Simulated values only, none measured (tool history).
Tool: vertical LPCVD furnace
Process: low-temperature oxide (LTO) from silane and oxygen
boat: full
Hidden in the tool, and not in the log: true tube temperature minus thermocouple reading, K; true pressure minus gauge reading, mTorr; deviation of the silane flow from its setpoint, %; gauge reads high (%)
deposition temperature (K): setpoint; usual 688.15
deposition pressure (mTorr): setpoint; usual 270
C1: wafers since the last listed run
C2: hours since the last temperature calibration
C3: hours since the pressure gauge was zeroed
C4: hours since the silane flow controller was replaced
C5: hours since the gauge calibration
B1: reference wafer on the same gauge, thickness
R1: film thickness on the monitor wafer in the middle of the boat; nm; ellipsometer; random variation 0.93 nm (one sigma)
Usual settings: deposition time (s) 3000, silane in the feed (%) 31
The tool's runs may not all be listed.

Run 1, hour 0: usual settings; C1 0; C2 768.3; C3 2613.2; C4 3990.4; C5 450.7; B1 382.01. Result: R1 455.85 nm.
Run 2, hour 41.7: usual settings but deposition temperature (K) 693.15, deposition time (s) 3450; C1 576; C2 810; C3 2654.9; C4 4032.1; C5 492.4; B1 381.68. Result: R1 554.72 nm.
Run 3, hour 76.5: usual settings but deposition temperature (K) 693.15, deposition time (s) 3450; C1 481; C2 844.8; C3 2689.7; C4 4066.9; C5 527.2; B1 382.2. Result: R1 552.42 nm.
Run 4, hour 108.5: usual settings but deposition temperature (K) 693.15, deposition time (s) 3450; C1 442; C2 876.8; C3 2721.7; C4 4098.9; C5 559.2; B1 382.17. Result: R1 553.63 nm.
Run 5, hour 137.8: usual settings but deposition pressure (mTorr) 325; C1 405; C2 906.1; C3 2751; C4 4128.2; C5 588.5; B1 381.95. Result: R1 548.01 nm.
Run 6, hour 179: usual settings but silane in the feed (%) 32; C1 569; C2 947.3; C3 2792.2; C4 4169.4; C5 629.7; B1 382.16. Result: R1 477.23 nm.
Run 7, hour 232.5: usual settings; C1 739; C2 1000.8; C3 2845.7; C4 4222.9; C5 683.2; B1 382.13. Result: R1 455.61 nm.
Run 8, hour 296.4: usual settings; C1 883; C2 1064.7; C3 2909.6; C4 4286.8; C5 747.1; B1 381.93. Result: R1 454.91 nm.
Run 9, hour 361.1: usual settings; C1 894; C2 1129.4; C3 2974.3; C4 4351.5; C5 811.8; B1 381.97. Result: R1 454.26 nm.
At hour 430: pressure gauge zeroed.
Run 10, hour 430.5: usual settings; C1 627; C2 1198.8; C3 0.5; C4 4420.9; C5 881.2; B1 381.87. Result: R1 454.59 nm.
Run 11, hour 481.1: usual settings; C1 699; C2 1249.4; C3 51.1; C4 4471.5; C5 931.8; B1 382.02. Result: R1 454.28 nm.
Run 12, hour 534.4: usual settings; C1 736; C2 1302.7; C3 104.4; C4 4524.8; C5 985.1; B1 382.28. Result: R1 454.55 nm.
Run 13, hour 571.8: usual settings but silane in the feed (%) 28; C1 517; C2 1340.1; C3 141.8; C4 4562.2; C5 1022.5; B1 382.06. Result: R1 393.35 nm.
Run 14, hour 596.2: usual settings; C1 337; C2 1364.5; C3 166.2; C4 4586.6; C5 1046.9; B1 382.09. Result: R1 454.95 nm.
Run 15, hour 655.7: usual settings but deposition temperature (K) 677.15; C1 822; C2 1424; C3 225.7; C4 4646.1; C5 1106.4; B1 382.15. Result: R1 400.79 nm.
Run 16, hour 723.7: usual settings but deposition temperature (K) 679.15; C1 940; C2 1492; C3 293.7; C4 4714.1; C5 1174.4; B1 381.94. Result: R1 409.25 nm.
At hour 874.8: gauge calibrated.
At hour 900.4: silane flow controller replaced.
Run 17, hour 900.9: usual settings but deposition time (s) 4050; C1 2118; C2 1669.2; C3 470.9; C4 0.5; C5 26.1; B1 381.95. Result: R1 627.94 nm.
Run 18, hour 946.9: usual settings but deposition time (s) 4110; C1 636; C2 1715.2; C3 516.9; C4 46.5; C5 72.1; B1 381.82. Result: R1 641.49 nm.
At hour 1011.9: thermocouples replaced and temperature profile calibrated.
Run 19, hour 1012.4: usual settings but deposition pressure (mTorr) 250; C1 573; C2 0.5; C3 582.4; C4 112; C5 137.6; B1 382.01. Result: R1 423.02 nm.
Run 20, hour 1038.9: usual settings; C1 366; C2 27; C3 608.9; C4 138.5; C5 164.1; B1 381.77. Result: R1 458.26 nm.
Run 21, hour 1093.3: usual settings; C1 752; C2 81.4; C3 663.3; C4 192.9; C5 218.5; B1 382.02. Result: R1 458.57 nm.
Run 22, hour 1160.4: usual settings but deposition time (s) 2460; C1 927; C2 148.5; C3 730.4; C4 260; C5 285.6; B1 381.73. Result: R1 377.13 nm.
Run 23, hour 1217.4: usual settings but deposition temperature (K) 696.15, deposition pressure (mTorr) 295, deposition time (s) 2610, silane in the feed (%) 34; C1 788; C2 205.5; C3 787.4; C4 317; C5 342.6; B1 382.18. Result: R1 539.69 nm.
Run 24, hour 1242.7: usual settings but deposition pressure (mTorr) 335, deposition time (s) 2220; C1 349; C2 230.8; C3 812.7; C4 342.3; C5 367.9; B1 382.08. Result: R1 420.92 nm.
Run 25, hour 1314.4: usual settings; C1 991; C2 302.5; C3 884.4; C4 414; C5 439.6; B1 381.95. Result: R1 459.97 nm.
Run 26, hour 1356.9: usual settings but deposition temperature (K) 695.15, deposition pressure (mTorr) 250, deposition time (s) 4140, silane in the feed (%) 29; C1 587; C2 345; C3 926.9; C4 456.5; C5 482.1; B1 381.7. Result: R1 579.36 nm.

Measured less the same run without the tool's hidden state. The same run-to-run variation is in both; the gauge's scatter may not be:
run      R1
  1   +1.83
  2   +2.12
  3   +2.09
  4   +2.08
  5   +2.16
  6   +2.03
  7   +1.69
  8   +1.58
  9   +1.44
 10   +1.27
 11   +1.12
 12   +0.96
 13   +0.07
 14   +0.75
 15   +0.68
 16   +0.42
 17  +18.15
 18  +18.61
 19   +2.72
 20   +3.39
 21   +4.26
 22   +4.29
 23    +6.5
 24   +5.73
 25   +7.05
 26   +9.44
